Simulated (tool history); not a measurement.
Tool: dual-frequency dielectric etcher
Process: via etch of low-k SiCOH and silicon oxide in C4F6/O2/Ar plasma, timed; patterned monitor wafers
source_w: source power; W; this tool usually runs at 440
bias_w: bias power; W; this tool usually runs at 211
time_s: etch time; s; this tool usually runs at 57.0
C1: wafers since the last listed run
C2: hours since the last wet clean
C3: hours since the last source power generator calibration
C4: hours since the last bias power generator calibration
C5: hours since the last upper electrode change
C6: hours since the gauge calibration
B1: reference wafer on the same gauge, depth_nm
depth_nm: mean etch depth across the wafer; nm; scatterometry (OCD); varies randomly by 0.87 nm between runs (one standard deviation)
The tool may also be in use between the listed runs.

{"run": 1, "day": 0.0, "source_w": 440, "bias_w": 211, "time_s": 57.0, "C1": 0, "C2": 419.2, "C3": 2699.2, "C4": 2721.7, "C5": 2476.4, "C6": 704.5, "B1": 165.2, "depth_nm": 158.0}
{"run": 2, "day": 0.608, "source_w": 510, "bias_w": 211, "time_s": 48.5, "C1": 173, "C2": 433.8, "C3": 2713.8, "C4": 2736.3, "C5": 2491.0, "C6": 719.1, "B1": 165.1, "depth_nm": 144.3}
{"day": 2.25, "done": "wet clean of the chamber"}
{"run": 3, "day": 2.271, "source_w": 510, "bias_w": 211, "time_s": 48.5, "C1": 188, "C2": 0.5, "C3": 2753.7, "C4": 2776.2, "C5": 2530.9, "C6": 759.0, "B1": 165.0, "depth_nm": 142.7}
{"run": 4, "day": 2.375, "source_w": 440, "bias_w": 211, "time_s": 57.0, "C1": 29, "C2": 3.0, "C3": 2756.2, "C4": 2778.7, "C5": 2533.4, "C6": 761.5, "B1": 165.1, "depth_nm": 158.1}
{"run": 5, "day": 3.229, "source_w": 440, "bias_w": 211, "time_s": 57.0, "C1": 243, "C2": 23.5, "C3": 2776.7, "C4": 2799.2, "C5": 2553.9, "C6": 782.0, "B1": 165.0, "depth_nm": 157.4}
{"day": 3.483, "done": "bias power generator calibrated"}
{"day": 3.508, "done": "gauge calibrated"}
{"run": 6, "day": 4.308, "source_w": 440, "bias_w": 211, "time_s": 57.0, "C1": 259, "C2": 49.4, "C3": 2802.6, "C4": 19.8, "C5": 2579.8, "C6": 19.2, "B1": 165.0, "depth_nm": 156.6}
{"run": 7, "day": 4.846, "source_w": 440, "bias_w": 181, "time_s": 43.0, "C1": 153, "C2": 62.3, "C3": 2815.5, "C4": 32.7, "C5": 2592.7, "C6": 32.1, "B1": 165.0, "depth_nm": 114.3}
{"run": 8, "day": 5.979, "source_w": 390, "bias_w": 235, "time_s": 67.5, "C1": 322, "C2": 89.5, "C3": 2842.7, "C4": 59.9, "C5": 2619.9, "C6": 59.3, "B1": 165.1, "depth_nm": 180.9}
{"run": 9, "day": 6.533, "source_w": 370, "bias_w": 173, "time_s": 57.0, "C1": 157, "C2": 102.8, "C3": 2856.0, "C4": 73.2, "C5": 2633.2, "C6": 72.6, "B1": 164.9, "depth_nm": 138.1}
{"run": 10, "day": 7.067, "source_w": 440, "bias_w": 211, "time_s": 57.0, "C1": 151, "C2": 115.6, "C3": 2868.8, "C4": 86.0, "C5": 2646.0, "C6": 85.4, "B1": 165.0, "depth_nm": 157.3}
{"run": 11, "day": 8.129, "source_w": 340, "bias_w": 211, "time_s": 57.0, "C1": 302, "C2": 141.1, "C3": 2894.3, "C4": 111.5, "C5": 2671.5, "C6": 110.9, "B1": 164.9, "depth_nm": 138.2}
{"run": 12, "day": 9.188, "source_w": 380, "bias_w": 195, "time_s": 47.5, "C1": 301, "C2": 166.5, "C3": 2919.7, "C4": 136.9, "C5": 2696.9, "C6": 136.3, "B1": 164.9, "depth_nm": 119.2}
{"run": 13, "day": 10.538, "source_w": 440, "bias_w": 211, "time_s": 57.0, "C1": 384, "C2": 198.9, "C3": 2952.1, "C4": 169.3, "C5": 2729.3, "C6": 168.7, "B1": 164.8, "depth_nm": 158.7}
{"run": 14, "day": 11.321, "source_w": 440, "bias_w": 211, "time_s": 68.0, "C1": 223, "C2": 217.7, "C3": 2970.9, "C4": 188.1, "C5": 2748.1, "C6": 187.5, "B1": 165.0, "depth_nm": 186.9}
{"day": 13.021, "done": "upper electrode replaced"}
{"run": 15, "day": 13.042, "source_w": 440, "bias_w": 193, "time_s": 57.0, "C1": 205, "C2": 259.0, "C3": 3012.2, "C4": 229.4, "C5": 0.5, "C6": 228.8, "B1": 165.0, "depth_nm": 155.0}
{"run": 16, "day": 13.133, "source_w": 440, "bias_w": 229, "time_s": 57.0, "C1": 26, "C2": 261.2, "C3": 3014.4, "C4": 231.6, "C5": 2.7, "C6": 231.0, "B1": 165.0, "depth_nm": 160.1}
{"run": 17, "day": 13.671, "source_w": 540, "bias_w": 174, "time_s": 45.5, "C1": 153, "C2": 274.1, "C3": 3027.3, "C4": 244.5, "C5": 15.6, "C6": 243.9, "B1": 165.1, "depth_nm": 131.7}
{"run": 18, "day": 14.629, "source_w": 440, "bias_w": 211, "time_s": 57.0, "C1": 273, "C2": 297.1, "C3": 3050.3, "C4": 267.5, "C5": 38.6, "C6": 266.9, "B1": 165.0, "depth_nm": 158.3}
{"run": 19, "day": 15.758, "source_w": 440, "bias_w": 211, "time_s": 57.0, "C1": 321, "C2": 324.2, "C3": 3077.4, "C4": 294.6, "C5": 65.7, "C6": 294.0, "B1": 165.1, "depth_nm": 156.7}
{"day": 19.192, "done": "source power generator calibrated"}
{"run": 20, "day": 19.596, "source_w": 440, "bias_w": 211, "time_s": 47.5, "C1": 1045, "C2": 416.3, "C3": 9.7, "C4": 386.7, "C5": 157.8, "C6": 386.1, "B1": 165.1, "depth_nm": 132.1}
{"run": 21, "day": 20.912, "source_w": 390, "bias_w": 196, "time_s": 47.0, "C1": 375, "C2": 447.9, "C3": 41.3, "C4": 418.3, "C5": 189.4, "C6": 417.7, "B1": 164.9, "depth_nm": 120.3}
{"day": 22.675, "done": "wet clean of the chamber"}
{"run": 22, "day": 22.696, "source_w": 410, "bias_w": 244, "time_s": 67.0, "C1": 223, "C2": 0.5, "C3": 84.1, "C4": 461.1, "C5": 232.2, "C6": 460.5, "B1": 165.1, "depth_nm": 184.8}
{"run": 23, "day": 22.8, "source_w": 440, "bias_w": 232, "time_s": 64.5, "C1": 29, "C2": 3.0, "C3": 86.6, "C4": 463.6, "C5": 234.7, "C6": 463.0, "B1": 165.0, "depth_nm": 182.0}
{"run": 24, "day": 23.371, "source_w": 520, "bias_w": 185, "time_s": 57.0, "C1": 162, "C2": 16.7, "C3": 100.3, "C4": 477.3, "C5": 248.4, "C6": 476.7, "B1": 165.1, "depth_nm": 164.2}
{"run": 25, "day": 24.179, "source_w": 440, "bias_w": 211, "time_s": 57.0, "C1": 230, "C2": 36.1, "C3": 119.7, "C4": 496.7, "C5": 267.8, "C6": 496.1, "B1": 165.2, "depth_nm": 157.6}
{"run": 26, "day": 25.129, "source_w": 380, "bias_w": 195, "time_s": 47.5, "C1": 270, "C2": 58.9, "C3": 142.5, "C4": 519.5, "C5": 290.6, "C6": 518.9, "B1": 165.1, "depth_nm": 121.4}
{"run": 27, "day": 26.308, "source_w": 480, "bias_w": 228, "time_s": 62.0, "C1": 335, "C2": 87.2, "C3": 170.8, "C4": 547.8, "C5": 318.9, "C6": 547.2, "B1": 165.1, "depth_nm": 182.5}
{"run": 28, "day": 27.121, "source_w": 440, "bias_w": 211, "time_s": 57.0, "C1": 231, "C2": 106.7, "C3": 190.3, "C4": 567.3, "C5": 338.4, "C6": 566.7, "B1": 165.0, "depth_nm": 156.9}
{"run": 29, "day": 28.404, "source_w": 440, "bias_w": 244, "time_s": 50.0, "C1": 365, "C2": 137.5, "C3": 221.1, "C4": 598.1, "C5": 369.2, "C6": 597.5, "B1": 164.9, "depth_nm": 143.2}
{"run": 30, "day": 32.042, "source_w": 510, "bias_w": 167, "time_s": 63.5, "C1": 1036, "C2": 224.8, "C3": 308.4, "C4": 685.4, "C5": 456.5, "C6": 684.8, "B1": 165.0, "depth_nm": 177.6}
{"run": 31, "day": 33.129, "source_w": 440, "bias_w": 229, "time_s": 57.0, "C1": 309, "C2": 250.9, "C3": 334.5, "C4": 711.5, "C5": 482.6, "C6": 710.9, "B1": 165.0, "depth_nm": 160.8}

The tool's hidden state at each run:
etch rate over this chamber's usual, %: 0 across all the runs
source power that arrives over what is set, %: 0 across all the runs
bias power that arrives over what is set, %: 0 across all the runs
gauge reads high (%): 0 across all the runs
